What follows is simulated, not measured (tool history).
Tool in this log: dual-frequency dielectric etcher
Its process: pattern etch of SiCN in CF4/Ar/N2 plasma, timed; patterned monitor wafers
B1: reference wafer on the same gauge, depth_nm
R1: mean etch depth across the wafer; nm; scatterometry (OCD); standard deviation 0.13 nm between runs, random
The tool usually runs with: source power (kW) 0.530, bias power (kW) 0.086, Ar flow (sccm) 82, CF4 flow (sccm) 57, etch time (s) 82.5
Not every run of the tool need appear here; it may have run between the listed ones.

{"run": 1, "hour": 0.0, "source power (kW)": 0.53, "bias power (kW)": 0.086, "Ar flow (sccm)": 86, "CF4 flow (sccm)": 57, "etch time (s)": 82.5, "B1": 94.8, "R1": 90.7}
{"run": 2, "hour": 13.3, "source power (kW)": 0.53, "bias power (kW)": 0.086, "Ar flow (sccm)": 86, "CF4 flow (sccm)": 57, "etch time (s)": 82.5, "B1": 94.7, "R1": 90.9}
{"hour": 46.0, "done": "wet clean of the chamber"}
{"hour": 48.9, "done": "bias power generator calibrated"}
{"hour": 49.8, "done": "Ar flow controller replaced"}
{"run": 3, "hour": 50.3, "source power (kW)": 0.47, "bias power (kW)": 0.086, "Ar flow (sccm)": 82, "CF4 flow (sccm)": 57, "etch time (s)": 82.5, "B1": 94.8, "R1": 81.5}
{"run": 4, "hour": 50.6, "source power (kW)": 0.53, "bias power (kW)": 0.081, "Ar flow (sccm)": 82, "CF4 flow (sccm)": 57, "etch time (s)": 82.5, "B1": 94.7, "R1": 85.9}
{"run": 5, "hour": 53.6, "source power (kW)": 0.53, "bias power (kW)": 0.081, "Ar flow (sccm)": 82, "CF4 flow (sccm)": 57, "etch time (s)": 82.5, "B1": 94.7, "R1": 85.9}
{"run": 6, "hour": 65.6, "source power (kW)": 0.53, "bias power (kW)": 0.081, "Ar flow (sccm)": 82, "CF4 flow (sccm)": 57, "etch time (s)": 82.5, "B1": 94.7, "R1": 85.9}
{"hour": 72.9, "done": "CF4 flow controller replaced"}
{"run": 7, "hour": 75.4, "source power (kW)": 0.53, "bias power (kW)": 0.086, "Ar flow (sccm)": 82, "CF4 flow (sccm)": 57, "etch time (s)": 82.5, "B1": 94.7, "R1": 88.9}
{"run": 8, "hour": 85.5, "source power (kW)": 0.53, "bias power (kW)": 0.086, "Ar flow (sccm)": 72, "CF4 flow (sccm)": 57, "etch time (s)": 82.5, "B1": 94.7, "R1": 91.7}
{"hour": 90.8, "done": "source power generator calibrated"}
{"hour": 124.9, "done": "upper electrode replaced"}
{"run": 9, "hour": 125.4, "source power (kW)": 0.53, "bias power (kW)": 0.086, "Ar flow (sccm)": 82, "CF4 flow (sccm)": 57, "etch time (s)": 82.5, "B1": 94.7, "R1": 89.4}
{"run": 10, "hour": 125.7, "source power (kW)": 0.53, "bias power (kW)": 0.086, "Ar flow (sccm)": 96, "CF4 flow (sccm)": 64, "etch time (s)": 82.5, "B1": 94.7, "R1": 88.2}
{"run": 11, "hour": 130.6, "source power (kW)": 0.53, "bias power (kW)": 0.077, "Ar flow (sccm)": 97, "CF4 flow (sccm)": 49, "etch time (s)": 62.0, "B1": 94.7, "R1": 58.9}
{"run": 12, "hour": 143.3, "source power (kW)": 0.41, "bias power (kW)": 0.098, "Ar flow (sccm)": 93, "CF4 flow (sccm)": 53, "etch time (s)": 82.5, "B1": 94.7, "R1": 77.2}
{"run": 13, "hour": 155.4, "source power (kW)": 0.53, "bias power (kW)": 0.094, "Ar flow (sccm)": 82, "CF4 flow (sccm)": 57, "etch time (s)": 82.5, "B1": 94.7, "R1": 93.9}
{"run": 14, "hour": 167.1, "source power (kW)": 0.53, "bias power (kW)": 0.086, "Ar flow (sccm)": 82, "CF4 flow (sccm)": 57, "etch time (s)": 82.5, "B1": 94.8, "R1": 89.3}
{"run": 15, "hour": 174.1, "source power (kW)": 0.53, "bias power (kW)": 0.086, "Ar flow (sccm)": 89, "CF4 flow (sccm)": 71, "etch time (s)": 60.5, "B1": 94.7, "R1": 66.9}
{"run": 16, "hour": 180.6, "source power (kW)": 0.53, "bias power (kW)": 0.078, "Ar flow (sccm)": 69, "CF4 flow (sccm)": 50, "etch time (s)": 82.5, "B1": 94.7, "R1": 86.1}
{"hour": 193.3, "done": "gauge calibrated"}
{"run": 17, "hour": 198.1, "source power (kW)": 0.58, "bias power (kW)": 0.086, "Ar flow (sccm)": 82, "CF4 flow (sccm)": 46, "etch time (s)": 82.5, "B1": 94.7, "R1": 92.1}
{"run": 18, "hour": 226.6, "source power (kW)": 0.53, "bias power (kW)": 0.086, "Ar flow (sccm)": 82, "CF4 flow (sccm)": 57, "etch time (s)": 82.5, "B1": 94.7, "R1": 89.7}
{"run": 19, "hour": 235.9, "source power (kW)": 0.59, "bias power (kW)": 0.106, "Ar flow (sccm)": 82, "CF4 flow (sccm)": 57, "etch time (s)": 82.5, "B1": 94.7, "R1": 108.8}
{"run": 20, "hour": 242.4, "source power (kW)": 0.53, "bias power (kW)": 0.073, "Ar flow (sccm)": 94, "CF4 flow (sccm)": 48, "etch time (s)": 71.0, "B1": 94.6, "R1": 65.8}
{"run": 21, "hour": 265.8, "source power (kW)": 0.53, "bias power (kW)": 0.086, "Ar flow (sccm)": 82, "CF4 flow (sccm)": 57, "etch time (s)": 82.5, "B1": 94.7, "R1": 89.9}
{"run": 22, "hour": 276.1, "source power (kW)": 0.53, "bias power (kW)": 0.086, "Ar flow (sccm)": 82, "CF4 flow (sccm)": 62, "etch time (s)": 82.5, "B1": 94.8, "R1": 91.5}

Below, some changes in R1 between adjacent runs. For each, the amount present without the hidden state too (settings, incoming material, random variation) and the amount remaining for the hidden state with gauge scatter not shared by both compared results:
What the log doesn't record here: etch rate over this chamber's usual, %; source power that arrives over what is set, %; bias power that arrives over what is set, %; Ar flow that arrives over what is set, %; CF4 flow that arrives over what is set, %; gauge reads high (%).
Run 2 -> 3: source power (kW) 0.530 -> 0.470, Ar flow (sccm) 86 -> 82, wet clean of the chamber, bias power generator calibrated, Ar flow controller replaced. R1 -9.4 nm: hidden state -3.0, all else -6.4.
Run 10 -> 11: bias power (kW) 0.086 -> 0.077, Ar flow (sccm) 96 -> 97, CF4 flow (sccm) 64 -> 49, etch time (s) 82.5 -> 62.0. R1 -29.3 nm: hidden state -0.1, all else -29.2.
Run 19 -> 20: source power (kW) 0.590 -> 0.530, bias power (kW) 0.106 -> 0.073, Ar flow (sccm) 82 -> 94, CF4 flow (sccm) 57 -> 48, etch time (s) 82.5 -> 71.0. R1 -43.0 nm: hidden state -0.5, all else -42.5.
